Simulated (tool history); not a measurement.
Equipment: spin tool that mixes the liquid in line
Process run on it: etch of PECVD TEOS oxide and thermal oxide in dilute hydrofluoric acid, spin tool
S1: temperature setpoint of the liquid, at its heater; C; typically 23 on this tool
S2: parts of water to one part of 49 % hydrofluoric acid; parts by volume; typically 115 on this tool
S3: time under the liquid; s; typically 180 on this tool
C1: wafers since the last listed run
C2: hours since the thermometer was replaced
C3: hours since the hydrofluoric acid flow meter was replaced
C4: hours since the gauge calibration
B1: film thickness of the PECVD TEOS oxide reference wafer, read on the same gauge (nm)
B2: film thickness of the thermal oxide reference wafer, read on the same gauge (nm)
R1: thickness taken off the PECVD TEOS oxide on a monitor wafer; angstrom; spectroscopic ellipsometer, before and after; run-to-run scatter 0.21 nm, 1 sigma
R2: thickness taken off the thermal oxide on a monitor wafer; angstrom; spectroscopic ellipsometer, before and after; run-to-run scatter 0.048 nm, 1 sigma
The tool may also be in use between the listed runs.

run   hour    S1   S2   S3   C1      C2      C3     C4      B1     B2     R1    R2
  1      0    26  115  180    0  2211.5  1200.7    136  129.98  60.01  485.4  81.4
  2   21.3    26  115  180  144  2232.8    1222  157.3  129.99  60.02  487.4  81.2
  3   53.8    23  115  180  220  2265.3  1254.5  189.8  129.98  60.01  432.6  73.3
  4     66    23  115  180   82  2277.5  1266.7    202  130.02  59.98  437.1  71.8
  5   91.7    22  115  215  174  2303.2  1292.4  227.7  129.99  59.97  499.1  83.1
  6  110.9    23  115  180  130  2322.4  1311.6  246.9  130.02  59.94  436.4  71.9
  7  131.7    23  115  180  141  2343.2  1332.4  267.7  130.02  60.02  437.9  71.9
  8  166.5    23  160  180  236    2378  1367.2  302.5  130.03  60.01  299.3  49.5
  9  178.6    23  160  180   82  2390.1  1379.3  314.6  130.01  60.01  296.8  49.8
 10  193.5    23  115  180  101    2405  1394.2  329.5  130.01  59.99  437.8  71.9
 11    211    23  115  180  118  2422.5  1411.7    347  130.01  59.96  434.9  73.5
     229.1  -- gauge calibrated
 12  233.1    19  115  220  150  2444.6  1433.8      4  130.01  60.01  457.7  74.9
 13  263.9    23  115  180  209  2475.4  1464.6   34.8  129.99     60  437.3  73.1
     290.8  -- thermometer replaced
 14  299.8    25  115  180  237       9  1500.5   70.7  130.02  59.98  473.8  79.3
     300.9  -- hydrofluoric acid flow meter replaced
 15  312.6    23  115  180   80    21.8    11.7   83.5  130.02  60.02  405.5  67.9
 16  331.4  18.5  150  145  127    40.6    30.5  102.3     130  60.05    203  33.4

Estimate the outcome of run 17 from the log above:
 17  343.9  28  70  70  84  53.1  43  114.8   ?   ?   ?   ?

B1: 130.02
B2: 60.05
R1: 337.5 angstrom
R2: 55.7 angstrom
With the hidden condition absent and the run-to-run variation left alone, this run would have shown R1 335.1 angstrom, R2 55.3 angstrom.

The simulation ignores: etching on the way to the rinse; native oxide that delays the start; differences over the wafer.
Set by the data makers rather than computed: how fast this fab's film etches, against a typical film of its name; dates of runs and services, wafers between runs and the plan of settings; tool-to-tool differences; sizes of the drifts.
